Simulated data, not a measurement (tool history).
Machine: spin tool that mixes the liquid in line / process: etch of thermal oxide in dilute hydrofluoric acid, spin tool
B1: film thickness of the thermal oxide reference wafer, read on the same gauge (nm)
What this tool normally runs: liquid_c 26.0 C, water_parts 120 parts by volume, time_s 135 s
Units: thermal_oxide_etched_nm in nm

{"run": 1, "hour": 0.0, "liquid_c": 26.0, "water_parts": 120, "time_s": 195, "B1": 89.96, "thermal_oxide_etched_nm": 6.98}
{"run": 2, "hour": 35.1, "liquid_c": 26.0, "water_parts": 120, "time_s": 195, "B1": 90.04, "thermal_oxide_etched_nm": 7.0}
{"run": 3, "hour": 49.6, "liquid_c": 26.0, "water_parts": 120, "time_s": 195, "B1": 90.01, "thermal_oxide_etched_nm": 7.03}
{"run": 4, "hour": 75.9, "liquid_c": 28.5, "water_parts": 120, "time_s": 135, "B1": 90.03, "thermal_oxide_etched_nm": 5.31}
{"run": 5, "hour": 91.2, "liquid_c": 28.5, "water_parts": 120, "time_s": 135, "B1": 89.99, "thermal_oxide_etched_nm": 5.34}
{"run": 6, "hour": 119.8, "liquid_c": 28.5, "water_parts": 120, "time_s": 135, "B1": 90.02, "thermal_oxide_etched_nm": 5.33}
{"run": 7, "hour": 139.8, "liquid_c": 26.0, "water_parts": 165, "time_s": 135, "B1": 90.0, "thermal_oxide_etched_nm": 3.35}
{"run": 8, "hour": 155.7, "liquid_c": 26.0, "water_parts": 120, "time_s": 190, "B1": 90.01, "thermal_oxide_etched_nm": 6.73}
{"run": 9, "hour": 184.0, "liquid_c": 26.0, "water_parts": 85, "time_s": 135, "B1": 90.01, "thermal_oxide_etched_nm": 7.03}
{"run": 10, "hour": 212.6, "liquid_c": 26.0, "water_parts": 85, "time_s": 135, "B1": 89.97, "thermal_oxide_etched_nm": 7.06}
{"run": 11, "hour": 225.3, "liquid_c": 26.0, "water_parts": 85, "time_s": 135, "B1": 89.99, "thermal_oxide_etched_nm": 7.1}
{"run": 12, "hour": 256.6, "liquid_c": 26.0, "water_parts": 155, "time_s": 135, "B1": 90.0, "thermal_oxide_etched_nm": 3.57}
{"run": 13, "hour": 282.7, "liquid_c": 26.0, "water_parts": 155, "time_s": 135, "B1": 90.01, "thermal_oxide_etched_nm": 3.54}
{"run": 14, "hour": 312.8, "liquid_c": 26.0, "water_parts": 160, "time_s": 135, "B1": 90.02, "thermal_oxide_etched_nm": 3.44}
{"run": 15, "hour": 341.6, "liquid_c": 26.0, "water_parts": 120, "time_s": 135, "B1": 90.03, "thermal_oxide_etched_nm": 4.8}
{"run": 16, "hour": 358.7, "liquid_c": 26.0, "water_parts": 165, "time_s": 60, "B1": 90.05, "thermal_oxide_etched_nm": 1.46}
{"run": 17, "hour": 385.1, "liquid_c": 29.5, "water_parts": 100, "time_s": 85, "B1": 90.02, "thermal_oxide_etched_nm": 4.26}
{"hour": 395.4, "done": "gauge calibrated"}
{"run": 18, "hour": 416.3, "liquid_c": 21.0, "water_parts": 165, "time_s": 195, "B1": 90.01, "thermal_oxide_etched_nm": 3.9}
{"hour": 439.2, "done": "thermometer replaced"}
{"run": 19, "hour": 441.4, "liquid_c": 26.0, "water_parts": 120, "time_s": 135, "B1": 90.0, "thermal_oxide_etched_nm": 5.33}
{"hour": 443.5, "done": "hydrofluoric acid flow meter replaced"}
{"run": 20, "hour": 454.4, "liquid_c": 23.5, "water_parts": 120, "time_s": 135, "B1": 90.01, "thermal_oxide_etched_nm": 4.83}
{"run": 21, "hour": 525.8, "liquid_c": 26.0, "water_parts": 70, "time_s": 70, "B1": 90.01, "thermal_oxide_etched_nm": 5.06}
{"run": 22, "hour": 549.7, "liquid_c": 28.5, "water_parts": 165, "time_s": 135, "B1": 90.02, "thermal_oxide_etched_nm": 4.01}
{"run": 23, "hour": 575.1, "liquid_c": 26.0, "water_parts": 120, "time_s": 135, "B1": 90.0, "thermal_oxide_etched_nm": 5.28}
{"run": 24, "hour": 593.2, "liquid_c": 24.5, "water_parts": 100, "time_s": 165, "B1": 89.97, "thermal_oxide_etched_nm": 7.52}
{"run": 25, "hour": 615.9, "liquid_c": 24.5, "water_parts": 90, "time_s": 180, "B1": 90.01, "thermal_oxide_etched_nm": 9.18}
{"run": 26, "hour": 649.1, "liquid_c": 26.0, "water_parts": 160, "time_s": 135, "B1": 89.98, "thermal_oxide_etched_nm": 3.79}
{"run": 27, "hour": 725.5, "liquid_c": 28.5, "water_parts": 70, "time_s": 165, "B1": 90.01, "thermal_oxide_etched_nm": 13.01}
{"run": 28, "hour": 749.6, "liquid_c": 28.5, "water_parts": 95, "time_s": 135, "B1": 89.99, "thermal_oxide_etched_nm": 7.59}
{"run": 29, "hour": 762.1, "liquid_c": 26.0, "water_parts": 120, "time_s": 135, "B1": 90.0, "thermal_oxide_etched_nm": 5.26}
{"run": 30, "hour": 796.0, "liquid_c": 26.0, "water_parts": 120, "time_s": 135, "B1": 90.02, "thermal_oxide_etched_nm": 5.23}

Hidden state or all else? Some run-to-run changes of thermal_oxide_etched_nm, split into what the settings, what came in and random variation would give without the hidden state, and what is left for the hidden state (with any gauge scatter that isn't in both results):
The hidden state here: liquid colder than its thermometer reads (K); hydrofluoric acid flow above the setpoint (%); gauge reads high (%).
Run 11 -> 12: water_parts 85 -> 155. thermal_oxide_etched_nm -3.53 nm: hidden state +0.42, all else -3.95.
Run 15 -> 16: water_parts 120 -> 165, time_s 135 -> 60. thermal_oxide_etched_nm -3.34 nm: hidden state +0.39, all else -3.73.
Run 18 -> 19: liquid_c 21.0 -> 26.0, water_parts 165 -> 120, time_s 195 -> 135, thermometer replaced. thermal_oxide_etched_nm +1.43 nm: hidden state +0.46, all else +0.97.
Run 25 -> 26: liquid_c 24.5 -> 26.0, water_parts 90 -> 160, time_s 180 -> 135. thermal_oxide_etched_nm -5.39 nm: hidden state +0.06, all else -5.45.
Run 26 -> 27: liquid_c 26.0 -> 28.5, water_parts 160 -> 70, time_s 135 -> 165. thermal_oxide_etched_nm +9.22 nm: hidden state -0.15, all else +9.37.
Run 27 -> 28: water_parts 70 -> 95, time_s 165 -> 135. thermal_oxide_etched_nm -5.42 nm: hidden state +0.08, all else -5.50.
